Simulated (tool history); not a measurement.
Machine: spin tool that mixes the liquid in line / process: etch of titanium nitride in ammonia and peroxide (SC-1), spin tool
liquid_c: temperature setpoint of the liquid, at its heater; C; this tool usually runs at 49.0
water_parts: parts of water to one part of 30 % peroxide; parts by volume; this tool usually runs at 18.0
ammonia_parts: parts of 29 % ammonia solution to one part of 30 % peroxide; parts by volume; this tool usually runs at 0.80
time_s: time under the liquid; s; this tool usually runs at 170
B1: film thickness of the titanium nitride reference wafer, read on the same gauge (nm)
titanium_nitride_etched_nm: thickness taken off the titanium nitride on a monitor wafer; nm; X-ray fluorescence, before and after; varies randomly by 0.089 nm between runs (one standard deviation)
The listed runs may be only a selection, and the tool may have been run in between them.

Run 1, day 0.000: usual settings but water_parts 22.0 parts by volume; B1 69.98. Result: titanium_nitride_etched_nm 8.73 nm.
Run 2, day 1.571: usual settings but water_parts 22.0 parts by volume; B1 69.99. Result: titanium_nitride_etched_nm 8.79 nm.
Run 3, day 2.900: usual settings but water_parts 15.0 parts by volume; B1 70.00. Result: titanium_nitride_etched_nm 10.81 nm.
Run 4, day 4.546: usual settings but liquid_c 58.5 C, water_parts 13.0 parts by volume, ammonia_parts 0.65 parts by volume, time_s 205 s; B1 70.00. Result: titanium_nitride_etched_nm 26.05 nm.
Run 5, day 7.150: usual settings but ammonia_parts 0.65 parts by volume; B1 70.00. Result: titanium_nitride_etched_nm 9.41 nm.
At day 11.233: new drum of ammonia solution connected.
Run 6, day 12.612: usual settings; B1 70.01. Result: titanium_nitride_etched_nm 9.77 nm.
Run 7, day 14.608: usual settings but liquid_c 58.5 C, water_parts 13.0 parts by volume, ammonia_parts 0.65 parts by volume, time_s 205 s; B1 69.99. Result: titanium_nitride_etched_nm 25.85 nm.
At day 16.708: heated supply line repaired.
Run 8, day 16.742: usual settings but water_parts 13.5 parts by volume, ammonia_parts 0.60 parts by volume, time_s 110 s; B1 69.99. Result: titanium_nitride_etched_nm 6.26 nm.
Run 9, day 17.871: usual settings but time_s 135 s; B1 70.00. Result: titanium_nitride_etched_nm 6.92 nm.
At day 19.654: gauge calibrated.
Run 10, day 20.475: usual settings but liquid_c 46.0 C, water_parts 11.0 parts by volume, ammonia_parts 0.60 parts by volume, time_s 130 s; B1 70.01. Result: titanium_nitride_etched_nm 6.70 nm.
Run 11, day 21.912: usual settings but ammonia_parts 0.95 parts by volume; B1 70.01. Result: titanium_nitride_etched_nm 8.93 nm.
At day 22.338: ammonia flow meter replaced.
Run 12, day 23.662: usual settings; B1 70.00. Result: titanium_nitride_etched_nm 8.71 nm.
Run 13, day 25.921: usual settings but water_parts 11.5 parts by volume, ammonia_parts 0.40 parts by volume, time_s 215 s; B1 69.99. Result: titanium_nitride_etched_nm 12.25 nm.
At day 27.412: thermometer replaced.
Run 14, day 30.071: usual settings; B1 69.99. Result: titanium_nitride_etched_nm 8.51 nm.
At day 32.304: new drum of ammonia solution connected.
At day 32.992: heated supply line repaired, repeated, since the last time left the tool worse.
Run 15, day 36.083: usual settings but liquid_c 53.5 C, water_parts 21.0 parts by volume; B1 70.04. Result: titanium_nitride_etched_nm 14.22 nm.
Run 16, day 38.333: usual settings but ammonia_parts 0.60 parts by volume; B1 70.00. Result: titanium_nitride_etched_nm 10.61 nm.
Run 17, day 40.192: usual settings but liquid_c 39.5 C, water_parts 25.0 parts by volume, ammonia_parts 0.95 parts by volume, time_s 80 s; B1 69.97. Result: titanium_nitride_etched_nm 2.27 nm.
Run 18, day 41.888: usual settings but liquid_c 42.5 C, time_s 235 s; B1 69.99. Result: titanium_nitride_etched_nm 9.84 nm.
Run 19, day 44.604: usual settings but liquid_c 46.0 C; B1 69.98. Result: titanium_nitride_etched_nm 9.07 nm.
Run 20, day 46.479: usual settings but ammonia_parts 0.90 parts by volume; B1 70.02. Result: titanium_nitride_etched_nm 11.51 nm.
Run 21, day 48.988: usual settings but water_parts 22.0 parts by volume; B1 70.01. Result: titanium_nitride_etched_nm 10.04 nm.
Run 22, day 50.342: usual settings but liquid_c 45.5 C; B1 70.00. Result: titanium_nitride_etched_nm 8.69 nm.
At day 52.025: new drum of ammonia solution connected.
Run 23, day 52.908: usual settings but liquid_c 39.5 C, water_parts 25.0 parts by volume, ammonia_parts 0.95 parts by volume, time_s 80 s; B1 70.00. Result: titanium_nitride_etched_nm 2.27 nm.
Run 24, day 54.767: usual settings but water_parts 24.0 parts by volume, ammonia_parts 0.65 parts by volume, time_s 215 s; B1 69.99. Result: titanium_nitride_etched_nm 11.43 nm.

Forecast each of these 4 alternatives for the next run:
Run A, day 54.788: usual settings; B1 ?. Result: titanium_nitride_etched_nm ?.
Run B, day 54.788: usual settings but water_parts 24.5 parts by volume, ammonia_parts 1.15 parts by volume, time_s 210 s; B1 ?. Result: titanium_nitride_etched_nm ?.
Run C, day 54.788: usual settings but liquid_c 39.0 C, water_parts 9.5 parts by volume, ammonia_parts 1.05 parts by volume, time_s 265 s; B1 ?. Result: titanium_nitride_etched_nm ?.
Run D, day 54.788: usual settings but water_parts 11.5 parts by volume, time_s 110 s; B1 ?. Result: titanium_nitride_etched_nm ?.

run     B1  titanium_nitride_etched_nm
  A  70.00                       11.07
  B  70.00                       12.31
  C  70.00                       12.20
  D  70.00                        9.10
What these runs would have given with no unlogged condition in the tool:
run  titanium_nitride_etched_nm
  A                       11.30
  B                       12.56
  C                       12.47
  D                        9.28

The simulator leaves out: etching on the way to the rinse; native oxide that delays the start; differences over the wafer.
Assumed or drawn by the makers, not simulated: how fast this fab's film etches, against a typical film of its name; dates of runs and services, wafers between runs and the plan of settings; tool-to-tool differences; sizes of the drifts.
